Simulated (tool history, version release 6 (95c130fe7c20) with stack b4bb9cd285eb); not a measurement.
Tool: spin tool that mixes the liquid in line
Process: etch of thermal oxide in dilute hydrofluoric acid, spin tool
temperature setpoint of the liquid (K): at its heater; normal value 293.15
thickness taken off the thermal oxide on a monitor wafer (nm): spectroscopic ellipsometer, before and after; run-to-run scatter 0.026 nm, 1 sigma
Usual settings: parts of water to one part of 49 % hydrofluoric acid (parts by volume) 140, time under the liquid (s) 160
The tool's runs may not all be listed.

run    hour  temperature setpoint of the liquid (K)  parts of water to one part of 49 % hydrofluoric acid (parts by volume)  time under the liquid (s)  wafers since the last listed run  hours since the thermometer was replaced  hours since the hydrofluoric acid flow meter was replaced  hours since the gauge calibration  read-back film thickness of the thermal oxide reference wafer, read on the same gauge (nm)  thickness taken off the thermal oxide on a monitor wafer (nm)
  1     0.0                                  293.15                                                                     140                        235                                 0                                     690.8                                                     1343.2                             2236.3                                                                                     110.007                                                          5.958
  2    67.2                                  293.15                                                                     140                        235                               370                                     758.0                                                     1410.4                             2303.5                                                                                     109.995                                                          5.934
  3   128.1                                  293.15                                                                     140                        160                               335                                     818.9                                                     1471.3                             2364.4                                                                                     110.019                                                          4.062
  4   196.2                                  293.15                                                                     140                        160                               375                                     887.0                                                     1539.4                             2432.5                                                                                     109.998                                                          4.095
  5   236.6                                  293.15                                                                     140                        160                               222                                     927.4                                                     1579.8                             2472.9                                                                                     110.018                                                          4.086
      272.4  -- gauge calibrated
  6   300.5                                  293.15                                                                     140                        160                               352                                     991.3                                                     1643.7                               28.1                                                                                     109.994                                                          4.142
  7   357.6                                  293.15                                                                     140                        160                               314                                    1048.4                                                     1700.8                               85.2                                                                                     110.009                                                          4.139
  8   479.4                                  293.15                                                                     140                        160                               670                                    1170.2                                                     1822.6                              207.0                                                                                     110.031                                                          4.138
  9   532.6                                  293.15                                                                     140                        160                               293                                    1223.4                                                     1875.8                              260.2                                                                                     109.967                                                          4.153
 10   599.3                                  297.65                                                                     140                        160                               367                                    1290.1                                                     1942.5                              326.9                                                                                     110.002                                                          4.929
 11   662.9                                  293.15                                                                     140                        160                               350                                    1353.7                                                     2006.1                              390.5                                                                                     109.984                                                          4.184
 12   705.9                                  290.65                                                                     140                        160                               236                                    1396.7                                                     2049.1                              433.5                                                                                     109.969                                                          3.800
 13   734.7                                  293.15                                                                     140                        160                               158                                    1425.5                                                     2077.9                              462.3                                                                                     110.014                                                          4.163
 14   767.0                                  293.15                                                                     140                        220                               177                                    1457.8                                                     2110.2                              494.6                                                                                     110.040                                                          5.777
      826.3  -- thermometer replaced
 15   826.8                                  297.65                                                                     140                        200                               323                                       0.5                                                     2170.0                              554.4                                                                                     109.979                                                          5.810
 16   895.8                                  293.15                                                                     185                        115                               380                                      69.5                                                     2239.0                              623.4                                                                                     110.002                                                          2.071
 17   959.4                                  293.15                                                                     140                        160                               350                                     133.1                                                     2302.6                              687.0                                                                                     110.004                                                          3.952
      975.0  -- hydrofluoric acid flow meter replaced
 18  1015.2                                  293.15                                                                     140                        120                               301                                     188.9                                                       40.2                              742.8                                                                                     109.990                                                          2.995
 19  1080.2                                  293.15                                                                     140                        160                               358                                     253.9                                                      105.2                              807.8                                                                                     109.989                                                          3.954
 20  1105.0                                  293.15                                                                     140                        160                               136                                     278.7                                                      130.0                              832.6                                                                                     109.977                                                          3.953
 21  1136.6                                  295.15                                                                     180                        160                               174                                     310.3                                                      161.6                              864.2                                                                                     109.984                                                          3.179
 22  1195.3                                  291.15                                                                      70                         70                               323                                     369.0                                                      220.3                              922.9                                                                                     110.000                                                          3.499
 23  1262.6                                  293.15                                                                     165                        235                               370                                     436.3                                                      287.6                              990.2                                                                                     109.999                                                          4.809
 24  1293.6                                  294.65                                                                      95                         85                               170                                     467.3                                                      318.6                             1021.2                                                                                     110.001                                                          3.505
 25  1332.7                                  290.15                                                                     115                        245                               215                                     506.4                                                      357.7                             1060.3                                                                                     109.992                                                          6.766
 26  1394.7                                  290.15                                                                     140                        240                               341                                     568.4                                                      419.7                             1122.3                                                                                     110.000                                                          5.426
 27  1420.1                                  293.15                                                                     140                         90                               139                                     593.8                                                      445.1                             1147.7                                                                                     109.993                                                          2.261
 28  1490.0                                  290.65                                                                     185                        250                               385                                     663.7                                                      515.0                             1217.6                                                                                     110.030                                                          4.169
 29  1525.7                                  294.65                                                                      95                         85                               196                                     699.4                                                      550.7                             1253.3                                                                                     109.994                                                          3.571
 30  1586.4                                  293.15                                                                     140                        255                               334                                     760.1                                                      611.4                             1314.0                                                                                     110.005                                                          6.529
 31  1638.3                                  293.15                                                                     140                        160                               285                                     812.0                                                      663.3                             1365.9                                                                                     109.984                                                          4.036
 32  1706.3                                  293.15                                                                     140                        160                               374                                     880.0                                                      731.3                             1433.9                                                                                     110.004                                                          4.117
 33  1746.4                                  293.15                                                                     140                        160                               220                                     920.1                                                      771.4                             1474.0                                                                                     110.000                                                          4.057

Some steps in thickness taken off the thermal oxide on a monitor wafer (nm) between neighbouring runs. How much of each would the tool show without its hidden state too (settings, what came in, random variation), and how much is left for the hidden state, with any gauge scatter that isn't in both results?
Hidden state present: liquid hotter than its thermometer reads (K); hydrofluoric acid flow below the setpoint (%); gauge reads high (%).
Run 13 -> 14: time under the liquid (s) 160 -> 220. thickness taken off the thermal oxide on a monitor wafer (nm) +1.614: hidden state +0.104, all else +1.510.
Run 14 -> 15: temperature setpoint of the liquid (K) 293.15 -> 297.65, time under the liquid (s) 220 -> 200, thermometer replaced. thickness taken off the thermal oxide on a monitor wafer (nm) +0.033: hidden state -0.334, all else +0.367.
Run 15 -> 16: temperature setpoint of the liquid (K) 297.65 -> 293.15, parts of water to one part of 49 % hydrofluoric acid (parts by volume) 140 -> 185, time under the liquid (s) 200 -> 115. thickness taken off the thermal oxide on a monitor wafer (nm) -3.739: hidden state -0.005, all else -3.734.
Run 24 -> 25: temperature setpoint of the liquid (K) 294.65 -> 290.15, parts of water to one part of 49 % hydrofluoric acid (parts by volume) 95 -> 115, time under the liquid (s) 85 -> 245. thickness taken off the thermal oxide on a monitor wafer (nm) +3.261: hidden state +0.088, all else +3.173.
Run 26 -> 27: temperature setpoint of the liquid (K) 290.15 -> 293.15, time under the liquid (s) 240 -> 90. thickness taken off the thermal oxide on a monitor wafer (nm) -3.165: hidden state -0.086, all else -3.079.
Run 29 -> 30: temperature setpoint of the liquid (K) 294.65 -> 293.15, parts of water to one part of 49 % hydrofluoric acid (parts by volume) 95 -> 140, time under the liquid (s) 85 -> 255. thickness taken off the thermal oxide on a monitor wafer (nm) +2.958: hidden state +0.108, all else +2.850.
